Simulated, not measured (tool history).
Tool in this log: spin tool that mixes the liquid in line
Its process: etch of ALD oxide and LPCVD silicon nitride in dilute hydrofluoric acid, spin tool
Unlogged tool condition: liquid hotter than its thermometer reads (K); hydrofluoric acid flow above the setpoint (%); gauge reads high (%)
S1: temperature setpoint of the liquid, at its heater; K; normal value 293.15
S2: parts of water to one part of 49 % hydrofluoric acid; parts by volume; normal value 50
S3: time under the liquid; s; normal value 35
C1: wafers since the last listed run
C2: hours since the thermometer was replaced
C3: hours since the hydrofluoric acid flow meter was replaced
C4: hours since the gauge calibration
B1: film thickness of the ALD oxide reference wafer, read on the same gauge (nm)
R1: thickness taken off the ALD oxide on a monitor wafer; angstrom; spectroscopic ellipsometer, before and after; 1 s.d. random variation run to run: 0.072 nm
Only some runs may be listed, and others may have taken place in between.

Run 1, hour 0: usual settings but S1 294.65 K, S3 20 s; C1 0; C2 907.6; C3 462.5; C4 1069.6; B1 49.99. Result: R1 65.2 angstrom.
Run 2, hour 35.9: usual settings but S1 294.65 K, S3 20 s; C1 588; C2 943.5; C3 498.4; C4 1105.5; B1 50. Result: R1 65.4 angstrom.
Run 3, hour 56.7: usual settings but S1 295.15 K, S2 70 parts by volume; C1 340; C2 964.3; C3 519.2; C4 1126.3; B1 49.99. Result: R1 81.5 angstrom.
At hour 71.9: hydrofluoric acid flow meter replaced.
Run 4, hour 134.1: usual settings; C1 1252; C2 1041.7; C3 62.2; C4 1203.7; B1 50.01. Result: R1 107.6 angstrom.
At hour 205.2: gauge calibrated.
Run 5, hour 236.4: usual settings; C1 1676; C2 1144; C3 164.5; C4 31.2; B1 50. Result: R1 108.6 angstrom.
Run 6, hour 269: usual settings; C1 534; C2 1176.6; C3 197.1; C4 63.8; B1 50.02. Result: R1 108.1 angstrom.
Run 7, hour 297.5: usual settings; C1 467; C2 1205.1; C3 225.6; C4 92.3; B1 50.01. Result: R1 108.5 angstrom.
Run 8, hour 325: usual settings; C1 450; C2 1232.6; C3 253.1; C4 119.8; B1 49.99. Result: R1 109 angstrom.
Run 9, hour 350.8: usual settings but S1 291.15 K; C1 422; C2 1258.4; C3 278.9; C4 145.6; B1 49.99. Result: R1 100.2 angstrom.
Run 10, hour 375.3: usual settings; C1 401; C2 1282.9; C3 303.4; C4 170.1; B1 49.99. Result: R1 109.6 angstrom.
At hour 419: thermometer replaced.
Run 11, hour 424.1: usual settings but S1 290.15 K, S2 35 parts by volume, S3 45 s; C1 783; C2 5.1; C3 352.2; C4 218.9; B1 50.02. Result: R1 169 angstrom.
Run 12, hour 450.4: usual settings but S2 30 parts by volume; C1 431; C2 31.4; C3 378.5; C4 245.2; B1 50.01. Result: R1 173.3 angstrom.
Run 13, hour 480.4: usual settings but S1 297.15 K, S2 30 parts by volume, S3 45 s; C1 491; C2 61.4; C3 408.5; C4 275.2; B1 49.99. Result: R1 265.3 angstrom.
At hour 498.8: hydrofluoric acid flow meter replaced.
Run 14, hour 507.5: usual settings but S1 290.15 K, S2 40 parts by volume, S3 50 s; C1 427; C2 88.5; C3 8.7; C4 302.3; B1 49.99. Result: R1 162.3 angstrom.
Run 15, hour 583.5: usual settings but S1 290.65 K, S2 30 parts by volume, S3 50 s; C1 1245; C2 164.5; C3 84.7; C4 378.3; B1 50.02. Result: R1 224.7 angstrom.
Run 16, hour 604.1: usual settings; C1 337; C2 185.1; C3 105.3; C4 398.9; B1 50.01. Result: R1 103 angstrom.
Run 17, hour 629.4: usual settings; C1 414; C2 210.4; C3 130.6; C4 424.2; B1 50. Result: R1 102.3 angstrom.
Run 18, hour 701.8: usual settings but S1 296.65 K, S2 65 parts by volume, S3 20 s; C1 1186; C2 282.8; C3 203; C4 496.6; B1 49.99. Result: R1 51.7 angstrom.
Run 19, hour 730.7: usual settings but S1 295.15 K, S2 30 parts by volume, S3 20 s; C1 473; C2 311.7; C3 231.9; C4 525.5; B1 50. Result: R1 110 angstrom.
Run 20, hour 748.7: usual settings but S2 30 parts by volume, S3 20 s; C1 295; C2 329.7; C3 249.9; C4 543.5; B1 49.99. Result: R1 101.3 angstrom.
Run 21, hour 767.1: usual settings but S1 294.65 K, S3 20 s; C1 301; C2 348.1; C3 268.3; C4 561.9; B1 50. Result: R1 63.4 angstrom.
Run 22, hour 794.1: usual settings but S1 297.65 K, S2 75 parts by volume, S3 25 s; C1 442; C2 375.1; C3 295.3; C4 588.9; B1 50. Result: R1 57.8 angstrom.
Run 23, hour 809: usual settings but S1 290.15 K, S2 30 parts by volume, S3 25 s; C1 244; C2 390; C3 310.2; C4 603.8; B1 50.01. Result: R1 112.8 angstrom.
Run 24, hour 831.3: usual settings but S1 290.15 K, S3 20 s; C1 365; C2 412.3; C3 332.5; C4 626.1; B1 50.03. Result: R1 52.6 angstrom.
Run 25, hour 855.3: usual settings but S1 295.15 K, S2 70 parts by volume, S3 45 s; C1 393; C2 436.3; C3 356.5; C4 650.1; B1 50. Result: R1 101.4 angstrom.

Run-by-run hidden state of the tool:
hydrofluoric acid flow above the setpoint (%): 0 across all the runs
gauge reads high (%): 0 across all the runs
H1: liquid hotter than its thermometer reads (K)
run      H1
  1     1.3
  2    1.35
  3    1.37
  4    1.47
  5     1.6
  6    1.64
  7    1.68
  8    1.71
  9    1.74
 10    1.77
 11  0.0724
 12   0.105
 13   0.143
 14   0.177
 15   0.273
 16   0.299
 17   0.331
 18   0.422
 19   0.458
 20   0.481
 21   0.504
 22   0.538
 23   0.556
 24   0.585
 25   0.615
